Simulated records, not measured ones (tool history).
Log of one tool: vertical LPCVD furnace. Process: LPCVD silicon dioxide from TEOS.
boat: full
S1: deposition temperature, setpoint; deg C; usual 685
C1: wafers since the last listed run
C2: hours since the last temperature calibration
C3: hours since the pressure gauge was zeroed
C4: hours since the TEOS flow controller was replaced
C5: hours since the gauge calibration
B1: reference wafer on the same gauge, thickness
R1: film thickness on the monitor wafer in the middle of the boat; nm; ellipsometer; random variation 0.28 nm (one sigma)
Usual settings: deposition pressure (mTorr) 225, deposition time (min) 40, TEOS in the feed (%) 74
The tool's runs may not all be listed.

{"run": 1, "hour": 0.0, "S1": 685, "deposition pressure (mTorr)": 190, "deposition time (min)": 40, "TEOS in the feed (%)": 74, "C1": 0, "C2": 729.3, "C3": 4840.9, "C4": 3617.6, "C5": 356.8, "B1": 159.01, "R1": 177.25}
{"run": 2, "hour": 66.2, "S1": 685, "deposition pressure (mTorr)": 190, "deposition time (min)": 40, "TEOS in the feed (%)": 74, "C1": 922, "C2": 795.5, "C3": 4907.1, "C4": 3683.8, "C5": 423, "B1": 158.92, "R1": 177.36}
{"run": 3, "hour": 171.3, "S1": 685, "deposition pressure (mTorr)": 225, "deposition time (min)": 40, "TEOS in the feed (%)": 83, "C1": 1464, "C2": 900.6, "C3": 5012.2, "C4": 3788.9, "C5": 528.1, "B1": 158.96, "R1": 203.28}
{"run": 4, "hour": 262.5, "S1": 685, "deposition pressure (mTorr)": 225, "deposition time (min)": 33, "TEOS in the feed (%)": 74, "C1": 1270, "C2": 991.8, "C3": 5103.4, "C4": 3880.1, "C5": 619.3, "B1": 159.06, "R1": 158.26}
{"hour": 510.7, "done": "pressure gauge zeroed"}
{"hour": 588.6, "done": "thermocouples replaced and temperature profile calibrated"}
{"run": 5, "hour": 589.1, "S1": 685, "deposition pressure (mTorr)": 225, "deposition time (min)": 40, "TEOS in the feed (%)": 74, "C1": 3881, "C2": 0.5, "C3": 78.4, "C4": 4206.7, "C5": 945.9, "B1": 159, "R1": 187.41}
{"run": 6, "hour": 659.5, "S1": 685, "deposition pressure (mTorr)": 225, "deposition time (min)": 40, "TEOS in the feed (%)": 74, "C1": 980, "C2": 70.9, "C3": 148.8, "C4": 4277.1, "C5": 1016.3, "B1": 159.06, "R1": 187.57}
{"hour": 722.5, "done": "gauge calibrated"}
{"run": 7, "hour": 745.9, "S1": 685, "deposition pressure (mTorr)": 225, "deposition time (min)": 40, "TEOS in the feed (%)": 74, "C1": 1203, "C2": 157.3, "C3": 235.2, "C4": 4363.5, "C5": 23.4, "B1": 159.01, "R1": 187.78}
{"run": 8, "hour": 841.5, "S1": 693, "deposition pressure (mTorr)": 225, "deposition time (min)": 31, "TEOS in the feed (%)": 67, "C1": 1331, "C2": 252.9, "C3": 330.8, "C4": 4459.1, "C5": 119, "B1": 158.98, "R1": 167.55}

Run 9 comes next. What will it give?
{"hour": 930.3, "done": "TEOS flow controller replaced"}
{"run": 9, "hour": 942.2, "S1": 688, "deposition pressure (mTorr)": 225, "deposition time (min)": 40, "TEOS in the feed (%)": 66, "C1": 1068, "C2": 353.6, "C3": 431.5, "C4": 11.9, "C5": 219.7, "B1": "?", "R1": "?"}

Run 9 gave B1 159.08, R1 190.11 nm.
Without the tool's hidden state the same run would have given R1 189.29 nm.
